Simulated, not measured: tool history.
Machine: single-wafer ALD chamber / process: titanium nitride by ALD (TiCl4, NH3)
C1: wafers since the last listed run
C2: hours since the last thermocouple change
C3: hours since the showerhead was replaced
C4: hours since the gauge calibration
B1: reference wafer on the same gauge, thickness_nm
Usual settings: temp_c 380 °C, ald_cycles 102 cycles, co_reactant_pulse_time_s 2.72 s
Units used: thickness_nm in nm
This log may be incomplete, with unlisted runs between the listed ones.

run 1 hour=0 | temp_c=380 ald_cycles=102 co_reactant_pulse_time_s=2.72 | C1=0 C2=1548 C3=3279.7 C4=641.9 | B1=2.301 | thickness_nm=2.187
run 2 hour=17.8 | temp_c=380 ald_cycles=102 co_reactant_pulse_time_s=2.72 | C1=35 C2=1565.8 C3=3297.5 C4=659.7 | B1=2.303 | thickness_nm=2.204
run 3 hour=46 | temp_c=380 ald_cycles=102 co_reactant_pulse_time_s=2.72 | C1=56 C2=1594 C3=3325.7 C4=687.9 | B1=2.305 | thickness_nm=2.196
run 4 hour=78.5 | temp_c=380 ald_cycles=102 co_reactant_pulse_time_s=2.72 | C1=64 C2=1626.5 C3=3358.2 C4=720.4 | B1=2.306 | thickness_nm=2.196
run 5 hour=94.8 | temp_c=380 ald_cycles=102 co_reactant_pulse_time_s=2.72 | C1=32 C2=1642.8 C3=3374.5 C4=736.7 | B1=2.307 | thickness_nm=2.194
run 6 hour=125.1 | temp_c=380 ald_cycles=102 co_reactant_pulse_time_s=2.72 | C1=60 C2=1673.1 C3=3404.8 C4=767 | B1=2.305 | thickness_nm=2.208
run 7 hour=179 | temp_c=380 ald_cycles=102 co_reactant_pulse_time_s=2.72 | C1=107 C2=1727 C3=3458.7 C4=820.9 | B1=2.313 | thickness_nm=2.202
run 8 hour=199.4 | temp_c=380 ald_cycles=102 co_reactant_pulse_time_s=2.72 | C1=40 C2=1747.4 C3=3479.1 C4=841.3 | B1=2.313 | thickness_nm=2.209
run 9 hour=231.1 | temp_c=374 ald_cycles=102 co_reactant_pulse_time_s=2.72 | C1=63 C2=1779.1 C3=3510.8 C4=873 | B1=2.314 | thickness_nm=2.209
run 10 hour=245 | temp_c=374 ald_cycles=102 co_reactant_pulse_time_s=2.72 | C1=27 C2=1793 C3=3524.7 C4=886.9 | B1=2.317 | thickness_nm=2.204
run 11 hour=273.5 | temp_c=374 ald_cycles=102 co_reactant_pulse_time_s=2.72 | C1=56 C2=1821.5 C3=3553.2 C4=915.4 | B1=2.319 | thickness_nm=2.204
run 12 hour=356.5 | temp_c=380 ald_cycles=102 co_reactant_pulse_time_s=2 | C1=165 C2=1904.5 C3=3636.2 C4=998.4 | B1=2.325 | thickness_nm=2.182
run 13 hour=390.2 | temp_c=380 ald_cycles=107 co_reactant_pulse_time_s=2.72 | C1=67 C2=1938.2 C3=3669.9 C4=1032.1 | B1=2.327 | thickness_nm=2.342
run 14 hour=419.8 | temp_c=380 ald_cycles=102 co_reactant_pulse_time_s=2.72 | C1=58 C2=1967.8 C3=3699.5 C4=1061.7 | B1=2.329 | thickness_nm=2.224
-- hour=450.1 showerhead replaced
run 15 hour=452.9 | temp_c=380 ald_cycles=102 co_reactant_pulse_time_s=3.06 | C1=49 C2=2000.9 C3=2.8 C4=1094.8 | B1=2.332 | thickness_nm=2.231
-- hour=457.3 gauge calibrated
run 16 hour=482.2 | temp_c=372 ald_cycles=93 co_reactant_pulse_time_s=1.76 | C1=58 C2=2030.2 C3=32.1 C4=24.9 | B1=2.29 | thickness_nm=1.924
run 17 hour=496.2 | temp_c=380 ald_cycles=102 co_reactant_pulse_time_s=2.72 | C1=27 C2=2044.2 C3=46.1 C4=38.9 | B1=2.288 | thickness_nm=2.193
run 18 hour=515.9 | temp_c=372 ald_cycles=108 co_reactant_pulse_time_s=2.26 | C1=39 C2=2063.9 C3=65.8 C4=58.6 | B1=2.288 | thickness_nm=2.269
run 19 hour=551.1 | temp_c=380 ald_cycles=112 co_reactant_pulse_time_s=2.72 | C1=70 C2=2099.1 C3=101 C4=93.8 | B1=2.285 | thickness_nm=2.403
run 20 hour=573.7 | temp_c=374 ald_cycles=83 co_reactant_pulse_time_s=1.74 | C1=44 C2=2121.7 C3=123.6 C4=116.4 | B1=2.286 | thickness_nm=1.724
run 21 hour=601.2 | temp_c=375 ald_cycles=121 co_reactant_pulse_time_s=3.23 | C1=54 C2=2149.2 C3=151.1 C4=143.9 | B1=2.289 | thickness_nm=2.607
run 22 hour=634.3 | temp_c=380 ald_cycles=96 co_reactant_pulse_time_s=2.72 | C1=65 C2=2182.3 C3=184.2 C4=177 | B1=2.289 | thickness_nm=2.058
run 23 hour=647.7 | temp_c=373 ald_cycles=93 co_reactant_pulse_time_s=2.72 | C1=26 C2=2195.7 C3=197.6 C4=190.4 | B1=2.289 | thickness_nm=1.98
-- hour=663.3 thermocouple changed; heater temperature recalibrated
run 24 hour=665.3 | temp_c=373 ald_cycles=111 co_reactant_pulse_time_s=2.43 | C1=19 C2=2 C3=215.2 C4=208 | B1=2.29 | thickness_nm=2.349
run 25 hour=692.4 | temp_c=380 ald_cycles=102 co_reactant_pulse_time_s=2.72 | C1=53 C2=29.1 C3=242.3 C4=235.1 | B1=2.291 | thickness_nm=2.182
run 26 hour=712.9 | temp_c=380 ald_cycles=102 co_reactant_pulse_time_s=3.03 | C1=40 C2=49.6 C3=262.8 C4=255.6 | B1=2.293 | thickness_nm=2.203
run 27 hour=745.6 | temp_c=380 ald_cycles=102 co_reactant_pulse_time_s=2.01 | C1=65 C2=82.3 C3=295.5 C4=288.3 | B1=2.289 | thickness_nm=2.153
run 28 hour=779.6 | temp_c=380 ald_cycles=121 co_reactant_pulse_time_s=2.72 | C1=67 C2=116.3 C3=329.5 C4=322.3 | B1=2.293 | thickness_nm=2.61
run 29 hour=813.9 | temp_c=380 ald_cycles=102 co_reactant_pulse_time_s=3.03 | C1=68 C2=150.6 C3=363.8 C4=356.6 | B1=2.293 | thickness_nm=2.207
run 30 hour=845.7 | temp_c=391 ald_cycles=102 co_reactant_pulse_time_s=2.72 | C1=63 C2=182.4 C3=395.6 C4=388.4 | B1=2.294 | thickness_nm=2.204
run 31 hour=859.3 | temp_c=371 ald_cycles=102 co_reactant_pulse_time_s=3.24 | C1=27 C2=196 C3=409.2 C4=402 | B1=2.295 | thickness_nm=2.188
run 32 hour=871.8 | temp_c=380 ald_cycles=102 co_reactant_pulse_time_s=2.72 | C1=24 C2=208.5 C3=421.7 C4=414.5 | B1=2.296 | thickness_nm=2.194
run 33 hour=886.5 | temp_c=389 ald_cycles=112 co_reactant_pulse_time_s=2.72 | C1=29 C2=223.2 C3=436.4 C4=429.2 | B1=2.296 | thickness_nm=2.432
run 34 hour=910.7 | temp_c=387 ald_cycles=97 co_reactant_pulse_time_s=3.13 | C1=48 C2=247.4 C3=460.6 C4=453.4 | B1=2.293 | thickness_nm=2.113
run 35 hour=926.1 | temp_c=367 ald_cycles=118 co_reactant_pulse_time_s=2.37 | C1=30 C2=262.8 C3=476 C4=468.8 | B1=2.298 | thickness_nm=2.474
run 36 hour=941.5 | temp_c=380 ald_cycles=102 co_reactant_pulse_time_s=3.46 | C1=30 C2=278.2 C3=491.4 C4=484.2 | B1=2.296 | thickness_nm=2.223
run 37 hour=994.4 | temp_c=380 ald_cycles=111 co_reactant_pulse_time_s=2.3 | C1=105 C2=331.1 C3=544.3 C4=537.1 | B1=2.298 | thickness_nm=2.367
run 38 hour=1028.1 | temp_c=392 ald_cycles=112 co_reactant_pulse_time_s=3.7 | C1=67 C2=364.8 C3=578 C4=570.8 | B1=2.302 | thickness_nm=2.461
run 39 hour=1041.9 | temp_c=380 ald_cycles=102 co_reactant_pulse_time_s=2.72 | C1=27 C2=378.6 C3=591.8 C4=584.6 | B1=2.302 | thickness_nm=2.195

Forecast each of these 5 alternatives for the next run:
run A hour=1042.5 | temp_c=380 ald_cycles=102 co_reactant_pulse_time_s=2.09 | C1=1 C2=379.2 C3=592.4 C4=585.2 | B1=? | thickness_nm=?
run B hour=1042.5 | temp_c=366 ald_cycles=87 co_reactant_pulse_time_s=2.72 | C1=1 C2=379.2 C3=592.4 C4=585.2 | B1=? | thickness_nm=?
run C hour=1042.5 | temp_c=389 ald_cycles=83 co_reactant_pulse_time_s=1.96 | C1=1 C2=379.2 C3=592.4 C4=585.2 | B1=? | thickness_nm=?
run D hour=1042.5 | temp_c=374 ald_cycles=96 co_reactant_pulse_time_s=3.36 | C1=1 C2=379.2 C3=592.4 C4=585.2 | B1=? | thickness_nm=?
run E hour=1042.5 | temp_c=380 ald_cycles=90 co_reactant_pulse_time_s=2.72 | C1=1 C2=379.2 C3=592.4 C4=585.2 | B1=? | thickness_nm=?

run=A B1=2.303 thickness_nm=2.169
run=B B1=2.303 thickness_nm=1.839
run=C B1=2.303 thickness_nm=1.776
run=D B1=2.303 thickness_nm=2.08
run=E B1=2.303 thickness_nm=1.94
Had the tool no hidden state, the same runs would have come out as:
run=A thickness_nm=2.158
run=B thickness_nm=1.83
run=C thickness_nm=1.767
run=D thickness_nm=2.069
run=E thickness_nm=1.931
